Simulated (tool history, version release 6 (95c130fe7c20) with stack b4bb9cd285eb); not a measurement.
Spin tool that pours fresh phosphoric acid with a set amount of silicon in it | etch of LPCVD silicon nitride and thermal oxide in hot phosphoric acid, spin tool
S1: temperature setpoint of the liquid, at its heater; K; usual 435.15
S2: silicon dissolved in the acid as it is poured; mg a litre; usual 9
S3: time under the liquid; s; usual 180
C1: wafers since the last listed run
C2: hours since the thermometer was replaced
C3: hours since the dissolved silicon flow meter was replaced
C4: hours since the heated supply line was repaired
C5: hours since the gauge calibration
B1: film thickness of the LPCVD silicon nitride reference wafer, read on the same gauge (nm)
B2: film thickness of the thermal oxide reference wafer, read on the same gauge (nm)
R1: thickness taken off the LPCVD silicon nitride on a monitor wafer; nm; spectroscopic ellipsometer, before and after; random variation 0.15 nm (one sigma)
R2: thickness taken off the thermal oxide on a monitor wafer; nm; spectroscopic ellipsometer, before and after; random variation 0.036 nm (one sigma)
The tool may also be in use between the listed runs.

| run | hour | S1 | S2 | S3 | C1 | C2 | C3 | C4 | C5 | B1 | B2 | R1 | R2 |
|---|---|---|---|---|---|---|---|---|---|---|---|---|---|
| 1 | 0 | 435.15 | 9 | 180 | 0 | 824.5 | 1808.2 | 920.7 | 2367.3 | 120.02 | 89.983 | 17.79 | 0.455 |
| 2 | 104.6 | 435.15 | 9 | 180 | 582 | 929.1 | 1912.8 | 1025.3 | 2471.9 | 120.01 | 89.992 | 17.72 | 0.466 |
| 3 | 244.7 | 433.15 | 4.5 | 120 | 780 | 1069.2 | 2052.9 | 1165.4 | 2612 | 120 | 89.994 | 10.91 | 0.274 |
| 4 | 345.4 | 435.15 | 9 | 80 | 560 | 1169.9 | 2153.6 | 1266.1 | 2712.7 | 119.97 | 89.978 | 7.87 | 0.196 |
| 5 | 422.5 | 434.15 | 12.5 | 180 | 429 | 1247 | 2230.7 | 1343.2 | 2789.8 | 120 | 89.97 | 16.98 | 0.409 |
| 6 | 483.4 | 434.15 | 14 | 230 | 339 | 1307.9 | 2291.6 | 1404.1 | 2850.7 | 120 | 90.011 | 21.73 | 0.463 |
|  | 515.5 | dissolved silicon flow meter replaced |
| 7 | 550.3 | 436.65 | 3 | 70 | 366 | 1374.8 | 34.8 | 1471 | 2917.6 | 120.02 | 90.005 | 7.25 | 0.246 |
| 8 | 607.6 | 435.15 | 11.5 | 110 | 319 | 1432.1 | 92.1 | 1528.3 | 2974.9 | 120 | 89.968 | 10.76 | 0.261 |
|  | 614.9 | heated supply line repaired |
|  | 699.2 | gauge calibrated |
| 9 | 876.2 | 435.15 | 9 | 180 | 1490 | 1700.7 | 360.7 | 261.3 | 177 | 120 | 89.998 | 17.47 | 0.44 |
|  | 880.1 | thermometer replaced |
| 10 | 936.9 | 433.15 | 9 | 180 | 332 | 56.8 | 421.4 | 322 | 237.7 | 119.97 | 90.015 | 17.03 | 0.48 |
| 11 | 1012.5 | 435.15 | 12.5 | 180 | 421 | 132.4 | 497 | 397.6 | 313.3 | 119.97 | 89.999 | 18.42 | 0.461 |
| 12 | 1252.2 | 436.15 | 5 | 145 | 1334 | 372.1 | 736.7 | 637.3 | 553 | 119.99 | 89.988 | 15.16 | 0.516 |
| 13 | 1306.6 | 436.65 | 9 | 180 | 302 | 426.5 | 791.1 | 691.7 | 607.4 | 120.03 | 90.008 | 18.94 | 0.577 |
| 14 | 1349.6 | 434.15 | 14 | 220 | 239 | 469.5 | 834.1 | 734.7 | 650.4 | 120.01 | 90.023 | 21.18 | 0.518 |
| 15 | 1407.5 | 435.15 | 13 | 115 | 322 | 527.4 | 892 | 792.6 | 708.3 | 120.02 | 89.963 | 11.69 | 0.275 |
| 16 | 1484 | 435.15 | 2.5 | 255 | 426 | 603.9 | 968.5 | 869.1 | 784.8 | 119.99 | 90.029 | 25.57 | 0.774 |
| 17 | 1578.5 | 435.15 | 9 | 180 | 526 | 698.4 | 1063 | 963.6 | 879.3 | 120.03 | 90.023 | 17.78 | 0.495 |
| 18 | 1655.6 | 432.65 | 12 | 270 | 429 | 775.5 | 1140.1 | 1040.7 | 956.4 | 120 | 89.983 | 24.27 | 0.501 |
| 19 | 1757.3 | 433.65 | 5 | 180 | 566 | 877.2 | 1241.8 | 1142.4 | 1058.1 | 120 | 90.008 | 16.87 | 0.476 |
| 20 | 1848.3 | 435.15 | 9 | 180 | 506 | 968.2 | 1332.8 | 1233.4 | 1149.1 | 119.98 | 89.995 | 17.8 | 0.471 |
| 21 | 1922.7 | 433.65 | 7 | 140 | 414 | 1042.6 | 1407.2 | 1307.8 | 1223.5 | 120 | 90.035 | 12.96 | 0.367 |
| 22 | 1968.6 | 433.15 | 9 | 130 | 255 | 1088.5 | 1453.1 | 1353.7 | 1269.4 | 120.02 | 90.017 | 11.96 | 0.303 |

Hidden state at the last listed run before each entry between runs and at the first one after, where it differs:
Between runs 6 and 7: dissolved silicon flow meter replaced (hour 515.5)
  liquid colder than its thermometer reads (K): 1.39 -> 1.45
  measured less the result without the state, R1: -1.04 -> -0.36 nm; R2: -0.051 -> -0.027 nm
Between runs 8 and 9: heated supply line repaired (hour 614.9); gauge calibrated (hour 699.2)
  liquid colder than its thermometer reads (K): 1.51 -> 1.78
  measured less the result without the state, R1: -0.56 -> -1.07 nm; R2: -0.03 -> -0.062 nm
Between runs 9 and 10: thermometer replaced (hour 880.1)
  liquid colder than its thermometer reads (K): 1.78 -> 0.273
  measured less the result without the state, R1: -1.07 -> -0.15 nm; R2: -0.062 -> -0.01 nm

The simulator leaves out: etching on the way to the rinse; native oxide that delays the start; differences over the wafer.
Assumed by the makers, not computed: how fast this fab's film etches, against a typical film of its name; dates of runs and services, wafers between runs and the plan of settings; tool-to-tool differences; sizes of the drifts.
